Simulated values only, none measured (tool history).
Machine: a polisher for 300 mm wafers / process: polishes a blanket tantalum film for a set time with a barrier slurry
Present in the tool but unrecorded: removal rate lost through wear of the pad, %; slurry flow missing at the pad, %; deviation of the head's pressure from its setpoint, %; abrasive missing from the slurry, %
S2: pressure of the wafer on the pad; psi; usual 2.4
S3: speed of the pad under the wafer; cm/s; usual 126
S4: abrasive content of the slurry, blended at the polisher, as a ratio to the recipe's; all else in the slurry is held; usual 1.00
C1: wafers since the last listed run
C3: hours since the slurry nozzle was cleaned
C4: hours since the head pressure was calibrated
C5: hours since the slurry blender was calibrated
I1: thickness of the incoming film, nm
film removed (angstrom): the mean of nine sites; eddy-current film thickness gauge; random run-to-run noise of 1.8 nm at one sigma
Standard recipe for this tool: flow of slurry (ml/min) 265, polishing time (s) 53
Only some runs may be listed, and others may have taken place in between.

{"run": 1, "hour": 0.0, "flow of slurry (ml/min)": 265, "S2": 2.4, "S3": 126, "S4": 1.0, "polishing time (s)": 53, "C1": 0, "wafers polished on this pad": 1150, "C3": 365.0, "C4": 181.8, "C5": 32.2, "I1": 379.7, "film removed (angstrom)": 1348}
{"hour": 22.5, "done": "worn pad replaced by a new one"}
{"run": 2, "hour": 25.9, "flow of slurry (ml/min)": 265, "S2": 2.4, "S3": 126, "S4": 1.0, "polishing time (s)": 53, "C1": 287, "wafers polished on this pad": 45, "C3": 390.9, "C4": 207.7, "C5": 58.1, "I1": 379.3, "film removed (angstrom)": 1355}
{"run": 3, "hour": 48.2, "flow of slurry (ml/min)": 265, "S2": 2.4, "S3": 126, "S4": 1.0, "polishing time (s)": 53, "C1": 292, "wafers polished on this pad": 337, "C3": 413.2, "C4": 230.0, "C5": 80.4, "I1": 379.5, "film removed (angstrom)": 1320}
{"run": 4, "hour": 61.2, "flow of slurry (ml/min)": 265, "S2": 2.4, "S3": 126, "S4": 0.9, "polishing time (s)": 53, "C1": 170, "wafers polished on this pad": 508, "C3": 426.2, "C4": 243.0, "C5": 93.4, "I1": 375.6, "film removed (angstrom)": 1314}
{"run": 5, "hour": 79.3, "flow of slurry (ml/min)": 265, "S2": 2.4, "S3": 126, "S4": 1.0, "polishing time (s)": 53, "C1": 237, "wafers polished on this pad": 745, "C3": 444.3, "C4": 261.1, "C5": 111.5, "I1": 385.1, "film removed (angstrom)": 1376}
{"run": 6, "hour": 92.9, "flow of slurry (ml/min)": 265, "S2": 2.4, "S3": 126, "S4": 1.0, "polishing time (s)": 53, "C1": 178, "wafers polished on this pad": 924, "C3": 457.9, "C4": 274.7, "C5": 125.1, "I1": 381.6, "film removed (angstrom)": 1376}
{"run": 7, "hour": 104.9, "flow of slurry (ml/min)": 265, "S2": 2.4, "S3": 126, "S4": 1.0, "polishing time (s)": 53, "C1": 157, "wafers polished on this pad": 1081, "C3": 469.9, "C4": 286.7, "C5": 137.1, "I1": 379.2, "film removed (angstrom)": 1353}
{"hour": 120.4, "done": "worn pad replaced by a new one"}
{"run": 8, "hour": 131.1, "flow of slurry (ml/min)": 265, "S2": 2.4, "S3": 126, "S4": 1.0, "polishing time (s)": 53, "C1": 291, "wafers polished on this pad": 140, "C3": 496.1, "C4": 312.9, "C5": 163.3, "I1": 382.8, "film removed (angstrom)": 1370}
{"run": 9, "hour": 160.0, "flow of slurry (ml/min)": 265, "S2": 2.4, "S3": 126, "S4": 1.0, "polishing time (s)": 53, "C1": 379, "wafers polished on this pad": 520, "C3": 525.0, "C4": 341.8, "C5": 192.2, "I1": 384.1, "film removed (angstrom)": 1353}
{"run": 10, "hour": 195.5, "flow of slurry (ml/min)": 265, "S2": 2.4, "S3": 126, "S4": 1.0, "polishing time (s)": 53, "C1": 465, "wafers polished on this pad": 986, "C3": 560.5, "C4": 377.3, "C5": 227.7, "I1": 379.4, "film removed (angstrom)": 1340}
{"run": 11, "hour": 225.6, "flow of slurry (ml/min)": 265, "S2": 2.4, "S3": 126, "S4": 1.0, "polishing time (s)": 40, "C1": 394, "wafers polished on this pad": 1381, "C3": 590.6, "C4": 407.4, "C5": 257.8, "I1": 383.5, "film removed (angstrom)": 1003}
{"hour": 235.1, "done": "worn pad replaced by a new one"}
{"hour": 256.8, "done": "slurry blender recalibrated"}
{"run": 12, "hour": 257.3, "flow of slurry (ml/min)": 345, "S2": 3.1, "S3": 126, "S4": 1.25, "polishing time (s)": 53, "C1": 337, "wafers polished on this pad": 264, "C3": 622.3, "C4": 439.1, "C5": 0.5, "I1": 376.3, "film removed (angstrom)": 1888}
{"hour": 265.3, "done": "head pressure recalibrated"}
{"run": 13, "hour": 278.4, "flow of slurry (ml/min)": 265, "S2": 2.4, "S3": 138, "S4": 1.0, "polishing time (s)": 53, "C1": 250, "wafers polished on this pad": 515, "C3": 643.4, "C4": 13.1, "C5": 21.6, "I1": 384.8, "film removed (angstrom)": 1454}
{"run": 14, "hour": 304.8, "flow of slurry (ml/min)": 305, "S2": 2.4, "S3": 126, "S4": 1.0, "polishing time (s)": 53, "C1": 346, "wafers polished on this pad": 861, "C3": 669.8, "C4": 39.5, "C5": 48.0, "I1": 376.7, "film removed (angstrom)": 1365}
{"run": 15, "hour": 325.7, "flow of slurry (ml/min)": 265, "S2": 2.4, "S3": 108, "S4": 1.3, "polishing time (s)": 53, "C1": 274, "wafers polished on this pad": 1135, "C3": 690.7, "C4": 60.4, "C5": 68.9, "I1": 374.2, "film removed (angstrom)": 1230}
{"hour": 333.4, "done": "worn pad replaced by a new one"}
{"run": 16, "hour": 350.2, "flow of slurry (ml/min)": 265, "S2": 2.4, "S3": 126, "S4": 1.0, "polishing time (s)": 40, "C1": 269, "wafers polished on this pad": 220, "C3": 715.2, "C4": 84.9, "C5": 93.4, "I1": 381.8, "film removed (angstrom)": 1035}
{"run": 17, "hour": 376.2, "flow of slurry (ml/min)": 345, "S2": 3.1, "S3": 126, "S4": 1.25, "polishing time (s)": 53, "C1": 341, "wafers polished on this pad": 561, "C3": 741.2, "C4": 110.9, "C5": 119.4, "I1": 380.1, "film removed (angstrom)": 1851}
{"run": 18, "hour": 397.1, "flow of slurry (ml/min)": 170, "S2": 2.4, "S3": 152, "S4": 1.0, "polishing time (s)": 71, "C1": 274, "wafers polished on this pad": 835, "C3": 762.1, "C4": 131.8, "C5": 140.3, "I1": 380.8, "film removed (angstrom)": 2041}
{"hour": 418.9, "done": "slurry nozzle cleaned"}
{"run": 19, "hour": 419.4, "flow of slurry (ml/min)": 265, "S2": 2.4, "S3": 126, "S4": 1.0, "polishing time (s)": 53, "C1": 279, "wafers polished on this pad": 1115, "C3": 0.5, "C4": 154.1, "C5": 162.6, "I1": 376.2, "film removed (angstrom)": 1350}
{"hour": 445.4, "done": "worn pad replaced by a new one"}
{"run": 20, "hour": 462.0, "flow of slurry (ml/min)": 265, "S2": 2.4, "S3": 126, "S4": 1.0, "polishing time (s)": 44, "C1": 506, "wafers polished on this pad": 218, "C3": 43.1, "C4": 196.7, "C5": 205.2, "I1": 376.9, "film removed (angstrom)": 1103}
{"run": 21, "hour": 494.5, "flow of slurry (ml/min)": 265, "S2": 2.4, "S3": 158, "S4": 1.0, "polishing time (s)": 53, "C1": 426, "wafers polished on this pad": 644, "C3": 75.6, "C4": 229.2, "C5": 237.7, "I1": 381.5, "film removed (angstrom)": 1690}
{"run": 22, "hour": 529.6, "flow of slurry (ml/min)": 265, "S2": 2.4, "S3": 126, "S4": 1.0, "polishing time (s)": 53, "C1": 460, "wafers polished on this pad": 1105, "C3": 110.7, "C4": 264.3, "C5": 272.8, "I1": 385.2, "film removed (angstrom)": 1349}

How the hidden state differs across the entries between the runs, from the last listed run before each to the first after it:
In the gap between runs 1 and 2: worn pad replaced by a new one (hour 22.5)
  no difference in the tool's unlogged condition between these two runs
In the gap between runs 7 and 8: worn pad replaced by a new one (hour 120.4)
  no difference in the tool's unlogged condition between these two runs
In the gap between runs 11 and 12: worn pad replaced by a new one (hour 235.1); slurry blender recalibrated (hour 256.8)
  no difference in the tool's unlogged condition between these two runs
In the gap between runs 12 and 13: head pressure recalibrated (hour 265.3)
  no difference in the tool's unlogged condition between these two runs
In the gap between runs 15 and 16: worn pad replaced by a new one (hour 333.4)
  no difference in the tool's unlogged condition between these two runs
In the gap between runs 18 and 19: slurry nozzle cleaned (hour 418.9)
  no difference in the tool's unlogged condition between these two runs
In the gap between runs 19 and 20: worn pad replaced by a new one (hour 445.4)
  no difference in the tool's unlogged condition between these two runs
